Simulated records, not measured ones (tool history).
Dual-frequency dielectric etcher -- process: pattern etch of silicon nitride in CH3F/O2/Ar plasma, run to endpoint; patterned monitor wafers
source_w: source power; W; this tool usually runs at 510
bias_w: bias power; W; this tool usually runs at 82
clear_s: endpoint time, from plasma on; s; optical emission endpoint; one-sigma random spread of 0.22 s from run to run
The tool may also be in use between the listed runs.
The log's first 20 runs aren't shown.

| run | hour | source_w | bias_w | wafers since the last listed run | hours since the last wet clean | hours since the last source power generator calibration | hours since the last bias power generator calibration | hours since the last upper electrode change | incoming incoming film thickness, nm | clear_s |
|---|---|---|---|---|---|---|---|---|---|---|
|  | 527.8 | upper electrode replaced |
| 21 | 528.3 | 510 | 82 | 108 | 48.9 | 212.9 | 1543.4 | 0.5 | 48.35 | 65.1 |
| 22 | 528.6 | 560 | 82 | 4 | 49.2 | 213.2 | 1543.7 | 0.8 | 48.54 | 63.6 |
| 23 | 545.4 | 510 | 93 | 246 | 66.0 | 230.0 | 1560.5 | 17.6 | 48.61 | 61.1 |
| 24 | 567.4 | 410 | 82 | 323 | 88.0 | 252.0 | 1582.5 | 39.6 | 48.60 | 68.4 |
| 25 | 591.3 | 480 | 64 | 351 | 111.9 | 275.9 | 1606.4 | 63.5 | 48.10 | 75.8 |
| 26 | 607.3 | 450 | 100 | 235 | 127.9 | 291.9 | 1622.4 | 79.5 | 48.62 | 60.9 |
| 27 | 706.7 | 420 | 93 | 1460 | 227.3 | 391.3 | 1721.8 | 178.9 | 48.51 | 64.4 |
|  | 749.1 | bias power generator calibrated |
| 28 | 804.4 | 510 | 82 | 1376 | 325.0 | 489.0 | 55.3 | 276.6 | 48.32 | 64.3 |
| 29 | 835.2 | 510 | 96 | 452 | 355.8 | 519.8 | 86.1 | 307.4 | 48.51 | 58.9 |
| 30 | 854.4 | 510 | 82 | 282 | 375.0 | 539.0 | 105.3 | 326.6 | 48.61 | 65.1 |
| 31 | 886.7 | 600 | 92 | 474 | 407.3 | 571.3 | 137.6 | 358.9 | 48.10 | 57.8 |
| 32 | 912.9 | 510 | 70 | 384 | 433.5 | 597.5 | 163.8 | 385.1 | 48.35 | 70.0 |
| 33 | 931.0 | 580 | 90 | 265 | 451.6 | 615.6 | 181.9 | 403.2 | 48.53 | 59.5 |
| 34 | 966.7 | 390 | 95 | 524 | 487.3 | 651.3 | 217.6 | 438.9 | 48.68 | 63.1 |
|  | 996.5 | wet clean of the chamber |
| 35 | 997.0 | 580 | 82 | 92 | 0.5 | 681.6 | 247.9 | 469.2 | 48.06 | 61.0 |

Here are 3 independent what-if runs from the current tool condition. What would each one return?
| A | 997.4 | 400 | 82 | 5 | 0.9 | 682.0 | 248.3 | 469.6 | 48.04 | ? |
| B | 997.4 | 590 | 97 | 5 | 0.9 | 682.0 | 248.3 | 469.6 | 48.04 | ? |
| C | 997.4 | 630 | 82 | 5 | 0.9 | 682.0 | 248.3 | 469.6 | 48.04 | ? |

| run | clear_s |
|---|---|
| A | 66.4 |
| B | 55.8 |
| C | 60.1 |
Take away the tool's hidden state, keep each run's random variation, and the runs would have read:
| run | clear_s |
|---|---|
| A | 66.1 |
| B | 55.4 |
| C | 59.8 |
